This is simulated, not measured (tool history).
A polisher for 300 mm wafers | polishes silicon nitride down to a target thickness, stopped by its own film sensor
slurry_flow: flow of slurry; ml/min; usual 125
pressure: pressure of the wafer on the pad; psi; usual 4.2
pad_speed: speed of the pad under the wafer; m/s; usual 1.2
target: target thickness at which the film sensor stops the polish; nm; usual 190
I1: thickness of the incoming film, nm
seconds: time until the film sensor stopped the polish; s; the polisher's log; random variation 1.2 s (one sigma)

{"run": 1, "hour": 0.0, "slurry_flow": 125, "pressure": 4.2, "pad_speed": 0.9, "target": 190, "I1": 351.8, "seconds": 89.5}
{"hour": 24.5, "done": "worn pad replaced by a new one"}
{"run": 2, "hour": 28.0, "slurry_flow": 125, "pressure": 4.2, "pad_speed": 0.9, "target": 190, "I1": 353.4, "seconds": 87.2}
{"run": 3, "hour": 58.8, "slurry_flow": 125, "pressure": 4.2, "pad_speed": 0.9, "target": 190, "I1": 350.4, "seconds": 89.3}
{"run": 4, "hour": 71.2, "slurry_flow": 125, "pressure": 4.2, "pad_speed": 1.2, "target": 190, "I1": 345.8, "seconds": 74.7}
{"run": 5, "hour": 99.9, "slurry_flow": 125, "pressure": 4.2, "pad_speed": 1.2, "target": 190, "I1": 353.9, "seconds": 75.8}
{"run": 6, "hour": 133.1, "slurry_flow": 125, "pressure": 4.2, "pad_speed": 1.2, "target": 190, "I1": 352.1, "seconds": 76.8}
{"run": 7, "hour": 150.0, "slurry_flow": 125, "pressure": 4.2, "pad_speed": 1.2, "target": 190, "I1": 351.2, "seconds": 76.6}
{"hour": 163.6, "done": "worn pad replaced by a new one"}
{"run": 8, "hour": 172.5, "slurry_flow": 125, "pressure": 4.2, "pad_speed": 1.2, "target": 190, "I1": 353.8, "seconds": 78.1}
{"run": 9, "hour": 205.8, "slurry_flow": 105, "pressure": 4.9, "pad_speed": 1.2, "target": 190, "I1": 343.2, "seconds": 68.5}
{"run": 10, "hour": 228.4, "slurry_flow": 125, "pressure": 4.2, "pad_speed": 1.2, "target": 190, "I1": 343.5, "seconds": 73.8}
{"run": 11, "hour": 245.7, "slurry_flow": 125, "pressure": 4.2, "pad_speed": 1.2, "target": 190, "I1": 345.9, "seconds": 73.6}
{"hour": 280.5, "done": "worn pad replaced by a new one"}
{"run": 12, "hour": 281.0, "slurry_flow": 125, "pressure": 4.2, "pad_speed": 1.2, "target": 190, "I1": 355.1, "seconds": 78.4}
{"hour": 322.1, "done": "slurry nozzle cleaned"}
{"run": 13, "hour": 322.6, "slurry_flow": 125, "pressure": 4.2, "pad_speed": 1.2, "target": 190, "I1": 355.4, "seconds": 80.8}
{"run": 14, "hour": 352.2, "slurry_flow": 125, "pressure": 4.2, "pad_speed": 1.2, "target": 190, "I1": 354, "seconds": 78.6}
{"run": 15, "hour": 372.4, "slurry_flow": 125, "pressure": 4.2, "pad_speed": 1.2, "target": 190, "I1": 353.1, "seconds": 77.1}
{"run": 16, "hour": 405.8, "slurry_flow": 125, "pressure": 2.7, "pad_speed": 1.2, "target": 190, "I1": 347.4, "seconds": 95}
{"hour": 425.9, "done": "worn pad replaced by a new one"}
{"run": 17, "hour": 430.9, "slurry_flow": 125, "pressure": 4.2, "pad_speed": 1.2, "target": 190, "I1": 351.8, "seconds": 76.9}
{"run": 18, "hour": 444.1, "slurry_flow": 125, "pressure": 4.2, "pad_speed": 1.2, "target": 190, "I1": 352.9, "seconds": 77.5}
{"hour": 466.5, "done": "head pressure recalibrated"}
{"run": 19, "hour": 467.0, "slurry_flow": 125, "pressure": 4.2, "pad_speed": 1.2, "target": 190, "I1": 357.1, "seconds": 79.9}
{"run": 20, "hour": 498.8, "slurry_flow": 85, "pressure": 4.2, "pad_speed": 1.36, "target": 152, "I1": 349.7, "seconds": 98}
{"run": 21, "hour": 518.9, "slurry_flow": 125, "pressure": 4.2, "pad_speed": 1.2, "target": 190, "I1": 347.1, "seconds": 74.4}
{"run": 22, "hour": 533.1, "slurry_flow": 100, "pressure": 4.9, "pad_speed": 1.2, "target": 206, "I1": 343.6, "seconds": 63.2}
{"hour": 554.0, "done": "worn pad replaced by a new one"}
{"run": 23, "hour": 574.6, "slurry_flow": 90, "pressure": 4.7, "pad_speed": 1.2, "target": 190, "I1": 347.9, "seconds": 78.2}
{"run": 24, "hour": 590.0, "slurry_flow": 125, "pressure": 4.2, "pad_speed": 1.2, "target": 240, "I1": 348.9, "seconds": 52.1}
{"run": 25, "hour": 603.4, "slurry_flow": 125, "pressure": 4.2, "pad_speed": 0.88, "target": 232, "I1": 358.1, "seconds": 69}
{"run": 26, "hour": 621.3, "slurry_flow": 125, "pressure": 4.8, "pad_speed": 0.94, "target": 190, "I1": 345.7, "seconds": 76.5}
{"run": 27, "hour": 642.1, "slurry_flow": 160, "pressure": 3, "pad_speed": 1.2, "target": 190, "I1": 354.3, "seconds": 92.3}
{"run": 28, "hour": 663.8, "slurry_flow": 125, "pressure": 4.2, "pad_speed": 1.2, "target": 190, "I1": 350.4, "seconds": 79.1}

Forecast each of these 3 alternatives for the next run:
{"run": "A", "hour": 664.2, "slurry_flow": 125, "pressure": 4.2, "pad_speed": 1.2, "target": 232, "I1": 353.5, "seconds": "?"}
{"run": "B", "hour": 664.2, "slurry_flow": 125, "pressure": 5.3, "pad_speed": 1.04, "target": 190, "I1": 353.5, "seconds": "?"}
{"run": "C", "hour": 664.2, "slurry_flow": 125, "pressure": 4.9, "pad_speed": 1.36, "target": 190, "I1": 353.5, "seconds": "?"}

run=A seconds=57.2
run=B seconds=71.1
run=C seconds=65.8
Without the tool's hidden state the same runs would have given:
run=A seconds=57.2
run=B seconds=71.1
run=C seconds=65.8

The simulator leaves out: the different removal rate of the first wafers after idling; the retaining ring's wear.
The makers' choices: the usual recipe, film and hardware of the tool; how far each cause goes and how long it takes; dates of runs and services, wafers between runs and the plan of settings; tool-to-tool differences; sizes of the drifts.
